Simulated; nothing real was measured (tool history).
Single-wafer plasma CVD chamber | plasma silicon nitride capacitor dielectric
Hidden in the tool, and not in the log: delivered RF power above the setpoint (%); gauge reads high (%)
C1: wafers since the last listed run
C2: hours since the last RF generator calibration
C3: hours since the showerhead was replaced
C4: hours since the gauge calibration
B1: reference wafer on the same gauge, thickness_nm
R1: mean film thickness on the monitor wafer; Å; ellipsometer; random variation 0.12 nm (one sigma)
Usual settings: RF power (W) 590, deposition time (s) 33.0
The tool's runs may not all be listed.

{"run": 1, "hour": 0.0, "RF power (W)": 590, "deposition time (s)": 33.0, "C1": 0, "C2": 360.4, "C3": 4367.1, "C4": 274.6, "B1": 53.691, "R1": 520.43}
{"run": 2, "hour": 52.1, "RF power (W)": 630, "deposition time (s)": 33.0, "C1": 912, "C2": 412.5, "C3": 4419.2, "C4": 326.7, "B1": 53.698, "R1": 528.43}
{"run": 3, "hour": 149.1, "RF power (W)": 630, "deposition time (s)": 33.0, "C1": 1699, "C2": 509.5, "C3": 4516.2, "C4": 423.7, "B1": 53.712, "R1": 526.47}
{"run": 4, "hour": 234.9, "RF power (W)": 630, "deposition time (s)": 33.0, "C1": 1503, "C2": 595.3, "C3": 4602.0, "C4": 509.5, "B1": 53.682, "R1": 526.3}
{"run": 5, "hour": 328.0, "RF power (W)": 505, "deposition time (s)": 31.7, "C1": 1631, "C2": 688.4, "C3": 4695.1, "C4": 602.6, "B1": 53.721, "R1": 479.94}
{"run": 6, "hour": 430.4, "RF power (W)": 505, "deposition time (s)": 31.7, "C1": 1794, "C2": 790.8, "C3": 4797.5, "C4": 705.0, "B1": 53.681, "R1": 479.15}
{"run": 7, "hour": 482.9, "RF power (W)": 505, "deposition time (s)": 31.7, "C1": 919, "C2": 843.3, "C3": 4850.0, "C4": 757.5, "B1": 53.651, "R1": 477.8}
{"run": 8, "hour": 535.3, "RF power (W)": 590, "deposition time (s)": 33.0, "C1": 918, "C2": 895.7, "C3": 4902.4, "C4": 809.9, "B1": 53.694, "R1": 518.65}
{"run": 9, "hour": 616.6, "RF power (W)": 590, "deposition time (s)": 33.0, "C1": 1424, "C2": 977.0, "C3": 4983.7, "C4": 891.2, "B1": 53.716, "R1": 514.98}
{"run": 10, "hour": 697.6, "RF power (W)": 475, "deposition time (s)": 28.7, "C1": 1419, "C2": 1058.0, "C3": 5064.7, "C4": 972.2, "B1": 53.687, "R1": 427.52}
{"run": 11, "hour": 769.6, "RF power (W)": 590, "deposition time (s)": 33.0, "C1": 1261, "C2": 1130.0, "C3": 5136.7, "C4": 1044.2, "B1": 53.707, "R1": 515.71}
{"hour": 844.1, "done": "showerhead replaced"}
{"run": 12, "hour": 844.6, "RF power (W)": 665, "deposition time (s)": 33.0, "C1": 1173, "C2": 1205.0, "C3": 0.5, "C4": 1119.2, "B1": 53.689, "R1": 528.21}
{"run": 13, "hour": 910.5, "RF power (W)": 665, "deposition time (s)": 38.6, "C1": 1154, "C2": 1270.9, "C3": 66.4, "C4": 1185.1, "B1": 53.716, "R1": 621.19}
{"run": 14, "hour": 977.1, "RF power (W)": 590, "deposition time (s)": 33.0, "C1": 1166, "C2": 1337.5, "C3": 133.0, "C4": 1251.7, "B1": 53.693, "R1": 514.19}
{"hour": 1018.9, "done": "RF generator calibrated"}
{"hour": 1046.4, "done": "gauge calibrated"}
{"run": 15, "hour": 1067.5, "RF power (W)": 670, "deposition time (s)": 35.2, "C1": 1443, "C2": 48.6, "C3": 223.4, "C4": 21.1, "B1": 53.697, "R1": 575.46}
{"run": 16, "hour": 1159.8, "RF power (W)": 590, "deposition time (s)": 33.0, "C1": 1617, "C2": 140.9, "C3": 315.7, "C4": 113.4, "B1": 53.675, "R1": 521.95}
{"run": 17, "hour": 1249.3, "RF power (W)": 690, "deposition time (s)": 38.8, "C1": 1568, "C2": 230.4, "C3": 405.2, "C4": 202.9, "B1": 53.719, "R1": 636.33}
{"run": 18, "hour": 1328.6, "RF power (W)": 705, "deposition time (s)": 34.8, "C1": 1389, "C2": 309.7, "C3": 484.5, "C4": 282.2, "B1": 53.677, "R1": 574.55}
{"run": 19, "hour": 1408.0, "RF power (W)": 685, "deposition time (s)": 37.3, "C1": 1391, "C2": 389.1, "C3": 563.9, "C4": 361.6, "B1": 53.698, "R1": 608.46}

The same runs without the tool's hidden state, with the same run-to-run variation:
run=1 R1=523.90
run=2 R1=532.33
run=3 R1=531.05
run=4 R1=531.50
run=5 R1=485.29
run=6 R1=485.17
run=7 R1=484.15
run=8 R1=525.93
run=9 R1=522.79
run=10 R1=434.48
run=11 R1=524.64
run=12 R1=537.91
run=13 R1=633.19
run=14 R1=524.61
run=15 R1=577.03
run=16 R1=524.02
run=17 R1=639.62
run=18 R1=578.12
run=19 R1=612.90

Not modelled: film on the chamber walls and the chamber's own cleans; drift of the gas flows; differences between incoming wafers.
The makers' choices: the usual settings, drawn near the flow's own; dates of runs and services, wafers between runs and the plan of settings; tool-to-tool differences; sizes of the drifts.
